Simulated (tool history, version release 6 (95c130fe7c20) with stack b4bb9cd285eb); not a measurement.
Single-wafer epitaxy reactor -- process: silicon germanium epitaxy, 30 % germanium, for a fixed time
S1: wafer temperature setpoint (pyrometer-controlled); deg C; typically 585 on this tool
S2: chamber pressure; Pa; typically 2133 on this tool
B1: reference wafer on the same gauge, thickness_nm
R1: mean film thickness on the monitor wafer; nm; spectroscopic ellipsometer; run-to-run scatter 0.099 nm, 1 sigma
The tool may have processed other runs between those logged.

{"run": 1, "day": 0.0, "S1": 580, "S2": 2133, "B1": 50.605, "R1": 39.198}
{"run": 2, "day": 10.467, "S1": 580, "S2": 2133, "B1": 50.605, "R1": 39.175}
{"run": 3, "day": 14.142, "S1": 585, "S2": 2133, "B1": 50.613, "R1": 42.403}
{"run": 4, "day": 17.212, "S1": 585, "S2": 2133, "B1": 50.583, "R1": 42.506}
{"run": 5, "day": 20.779, "S1": 585, "S2": 2133, "B1": 50.583, "R1": 42.387}
{"run": 6, "day": 25.012, "S1": 574, "S2": 2440, "B1": 50.588, "R1": 37.168}
{"day": 26.683, "done": "pyrometer calibrated"}
{"run": 7, "day": 32.667, "S1": 574, "S2": 2440, "B1": 50.606, "R1": 37.126}
{"day": 33.683, "done": "showerhead replaced, of another model than before"}
{"run": 8, "day": 36.108, "S1": 574, "S2": 2440, "B1": 50.57, "R1": 36.622}
{"day": 42.679, "done": "gauge calibrated"}
{"run": 9, "day": 46.438, "S1": 585, "S2": 2133, "B1": 50.602, "R1": 42.382}
{"run": 10, "day": 48.0, "S1": 585, "S2": 2133, "B1": 50.559, "R1": 42.428}
{"run": 11, "day": 49.771, "S1": 600, "S2": 2133, "B1": 50.576, "R1": 54.277}
{"run": 12, "day": 54.092, "S1": 574, "S2": 2360, "B1": 50.584, "R1": 36.205}
{"day": 56.375, "done": "capacitance manometer re-zeroed and calibrated"}
{"run": 13, "day": 56.829, "S1": 585, "S2": 2453, "B1": 50.573, "R1": 44.556}
{"run": 14, "day": 59.958, "S1": 576, "S2": 1787, "B1": 50.599, "R1": 35.875}
{"run": 15, "day": 64.208, "S1": 574, "S2": 2133, "B1": 50.582, "R1": 35.933}
{"run": 16, "day": 66.292, "S1": 585, "S2": 2133, "B1": 50.608, "R1": 43.179}
{"run": 17, "day": 68.425, "S1": 577, "S2": 2133, "B1": 50.594, "R1": 37.719}
{"run": 18, "day": 70.554, "S1": 599, "S2": 2546, "B1": 50.606, "R1": 56.806}
{"run": 19, "day": 72.208, "S1": 576, "S2": 1667, "B1": 50.604, "R1": 35.273}
{"run": 20, "day": 74.05, "S1": 585, "S2": 2506, "B1": 50.595, "R1": 44.643}
{"run": 21, "day": 76.612, "S1": 585, "S2": 2133, "B1": 50.611, "R1": 43.141}

Give the tool's hidden conditions for every run:
wafer temperature above the value expected at the setpoint (K): 0 on each run
gauge reads high (%): 0 on each run
H1: true pressure above the setpoint (%)
run=1 H1=-3
run=2 H1=-3.87
run=3 H1=-4.18
run=4 H1=-4.43
run=5 H1=-4.73
run=6 H1=-5.08
run=7 H1=-5.72
run=8 H1=-6
run=9 H1=-6.86
run=10 H1=-6.99
run=11 H1=-7.14
run=12 H1=-7.5
run=13 H1=0.343
run=14 H1=0.0832
run=15 H1=-0.27
run=16 H1=-0.443
run=17 H1=-0.62
run=18 H1=-0.797
run=19 H1=-0.934
run=20 H1=-1.09
run=21 H1=-1.3

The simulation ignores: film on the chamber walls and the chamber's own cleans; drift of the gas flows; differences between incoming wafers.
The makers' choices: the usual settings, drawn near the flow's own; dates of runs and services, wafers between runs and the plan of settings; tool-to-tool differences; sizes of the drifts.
